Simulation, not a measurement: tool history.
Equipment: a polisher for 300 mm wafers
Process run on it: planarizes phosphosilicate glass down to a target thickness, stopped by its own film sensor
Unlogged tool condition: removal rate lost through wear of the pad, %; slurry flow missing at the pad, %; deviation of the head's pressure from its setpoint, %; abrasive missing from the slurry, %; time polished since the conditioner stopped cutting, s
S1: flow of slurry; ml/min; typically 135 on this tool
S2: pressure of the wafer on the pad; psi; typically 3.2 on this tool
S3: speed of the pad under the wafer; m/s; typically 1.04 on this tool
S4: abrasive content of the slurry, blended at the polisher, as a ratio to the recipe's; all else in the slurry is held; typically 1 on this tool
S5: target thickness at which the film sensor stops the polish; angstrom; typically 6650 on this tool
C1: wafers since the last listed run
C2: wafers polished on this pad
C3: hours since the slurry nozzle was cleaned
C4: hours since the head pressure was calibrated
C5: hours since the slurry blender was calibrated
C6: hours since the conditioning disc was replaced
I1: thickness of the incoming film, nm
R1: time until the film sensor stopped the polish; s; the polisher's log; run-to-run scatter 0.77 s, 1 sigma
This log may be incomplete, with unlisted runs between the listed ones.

| run | hour | S1 | S2 | S3 | S4 | S5 | C1 | C2 | C3 | C4 | C5 | C6 | I1 | R1 |
|---|---|---|---|---|---|---|---|---|---|---|---|---|---|---|
| 1 | 0 | 135 | 3.2 | 1.04 | 1 | 6650 | 0 | 60 | 490 | 321.8 | 275.7 | 398.8 | 1441.2 | 76.5 |
| 2 | 60.9 | 135 | 3.2 | 1.04 | 1 | 6650 | 334 | 395 | 550.9 | 382.7 | 336.6 | 459.7 | 1404.6 | 74.5 |
| 3 | 88.8 | 135 | 3.2 | 1.04 | 1 | 6650 | 153 | 548 | 578.8 | 410.6 | 364.5 | 487.6 | 1426.5 | 77.2 |
| 4 | 144.1 | 135 | 3.2 | 0.78 | 0.8 | 7750 | 304 | 853 | 634.1 | 465.9 | 419.8 | 542.9 | 1437.8 | 90.8 |
|  | 152.6 | conditioning disc replaced and pad reconditioned |
|  | 158.4 | slurry blender recalibrated |
| 5 | 194.7 | 100 | 3.6 | 1.18 | 0.8 | 6650 | 256 | 1109 | 684.7 | 516.5 | 36.3 | 42.1 | 1415.8 | 76.1 |
| 6 | 264.1 | 135 | 3.2 | 1.04 | 1 | 6650 | 381 | 1491 | 754.1 | 585.9 | 105.7 | 111.5 | 1434 | 83.1 |
|  | 283.2 | slurry nozzle cleaned |
| 7 | 324.5 | 100 | 3.2 | 1.04 | 1.2 | 6650 | 326 | 1817 | 41.3 | 646.3 | 166.1 | 171.9 | 1427.7 | 75.5 |
| 8 | 352.8 | 135 | 3.2 | 1.04 | 1 | 6650 | 155 | 1973 | 69.6 | 674.6 | 194.4 | 200.2 | 1419.8 | 72.2 |
| 9 | 382.2 | 135 | 3.2 | 1.04 | 1 | 6650 | 161 | 2135 | 99 | 704 | 223.8 | 229.6 | 1413.3 | 72.2 |
| 10 | 427.4 | 135 | 3.2 | 1.04 | 1 | 5300 | 248 | 2383 | 144.2 | 749.2 | 269 | 274.8 | 1414.6 | 86.6 |
|  | 519.9 | worn pad replaced by a new one |
| 11 | 555.6 | 135 | 3.2 | 1.04 | 1 | 6650 | 683 | 196 | 272.4 | 877.4 | 397.2 | 403 | 1453.5 | 77.4 |
| 12 | 601 | 135 | 2.9 | 1.32 | 1 | 6650 | 249 | 446 | 317.8 | 922.8 | 442.6 | 448.4 | 1413.8 | 64.3 |
| 13 | 643.5 | 135 | 3.2 | 1.04 | 1 | 6650 | 233 | 679 | 360.3 | 965.3 | 485.1 | 490.9 | 1432.3 | 75.5 |
|  | 670.4 | slurry blender recalibrated |
|  | 687.1 | conditioning disc replaced and pad reconditioned |
| 14 | 712.6 | 135 | 3.6 | 1.04 | 1 | 6650 | 358 | 1037 | 429.4 | 1034.4 | 42.2 | 25.5 | 1433.9 | 69.3 |
|  | 721.4 | head pressure recalibrated |
| 15 | 746.7 | 100 | 3.7 | 1.28 | 1.1 | 6650 | 176 | 1214 | 463.5 | 25.3 | 76.3 | 59.6 | 1426.7 | 60.1 |
| 16 | 781.2 | 135 | 3.2 | 1.24 | 1.1 | 6650 | 189 | 1404 | 498 | 59.8 | 110.8 | 94.1 | 1440.5 | 67.2 |
| 17 | 850.3 | 135 | 3.9 | 0.84 | 1.3 | 6650 | 380 | 1784 | 567.1 | 128.9 | 179.9 | 163.2 | 1437.4 | 74.7 |
| 18 | 895.9 | 135 | 2.9 | 1.32 | 1 | 6650 | 250 | 2034 | 612.7 | 174.5 | 225.5 | 208.8 | 1419.5 | 68.6 |
| 19 | 963 | 150 | 3.2 | 1.04 | 1.3 | 4610 | 369 | 2403 | 679.8 | 241.6 | 292.6 | 275.9 | 1429.7 | 94.1 |
|  | 978.2 | slurry nozzle cleaned |
| 20 | 994.4 | 135 | 3.2 | 1.04 | 0.75 | 6650 | 167 | 2571 | 16.2 | 273 | 324 | 307.3 | 1427.9 | 79.3 |
|  | 1009.7 | worn pad replaced by a new one |
| 21 | 1042.7 | 135 | 2.5 | 0.74 | 1 | 6650 | 243 | 181 | 64.5 | 321.3 | 372.3 | 355.6 | 1442.8 | 118.4 |
| 22 | 1075.7 | 135 | 3.2 | 0.92 | 1.1 | 6650 | 181 | 362 | 97.5 | 354.3 | 405.3 | 388.6 | 1428.1 | 80.2 |
|  | 1142.3 | conditioning disc replaced and pad reconditioned |
|  | 1224.3 | slurry blender recalibrated |
| 23 | 1250 | 135 | 3.2 | 1.04 | 1 | 6650 | 936 | 1299 | 271.8 | 528.6 | 25.7 | 107.7 | 1403.8 | 71.8 |
| 24 | 1309.7 | 160 | 2.8 | 1.16 | 1 | 8790 | 328 | 1627 | 331.5 | 588.3 | 85.4 | 167.4 | 1423.3 | 52.2 |
| 25 | 1368.1 | 135 | 3.5 | 0.88 | 1 | 6650 | 321 | 1948 | 389.9 | 646.7 | 143.8 | 225.8 | 1419.7 | 80.9 |

For each entry between runs, how does the tool's hidden state at the last listed run before it compare with that at the first listed run after it?
After run 4, before run 5: conditioning disc replaced and pad reconditioned (hour 152.6); slurry blender recalibrated (hour 158.4)
  slurry flow missing at the pad, %: 27.5 -> 31.9
  measured result minus the result with no hidden state, R1: +6.4 -> +8.5 s
After run 6, before run 7: slurry nozzle cleaned (hour 283.2)
  slurry flow missing at the pad, %: 38.5 -> 1.94
  measured result minus the result with no hidden state, R1: +9.4 -> +0.4 s
After run 10, before run 11: worn pad replaced by a new one (hour 519.9)
  slurry flow missing at the pad, %: 3.2 -> 6.75
  measured result minus the result with no hidden state, R1: +0.5 -> +1.1 s
After run 13, before run 14: slurry blender recalibrated (hour 670.4); conditioning disc replaced and pad reconditioned (hour 687.1)
  slurry flow missing at the pad, %: 10.4 -> 14.1
  measured result minus the result with no hidden state, R1: +1.7 -> +2.2 s
After run 14, before run 15: head pressure recalibrated (hour 721.4)
  slurry flow missing at the pad, %: 14.1 -> 16.1
  measured result minus the result with no hidden state, R1: +2.2 -> +2.8 s
After run 19, before run 20: slurry nozzle cleaned (hour 978.2)
  slurry flow missing at the pad, %: 32.5 -> 3.4
  measured result minus the result with no hidden state, R1: +7.6 -> +0.6 s
After run 20, before run 21: worn pad replaced by a new one (hour 1009.7)
  slurry flow missing at the pad, %: 3.4 -> 3.66
  measured result minus the result with no hidden state, R1: +0.6 -> +0.9 s
After run 22, before run 23: conditioning disc replaced and pad reconditioned (hour 1142.3); slurry blender recalibrated (hour 1224.3)
  slurry flow missing at the pad, %: 4.02 -> 8.29
  measured result minus the result with no hidden state, R1: +0.7 -> +1.3 s
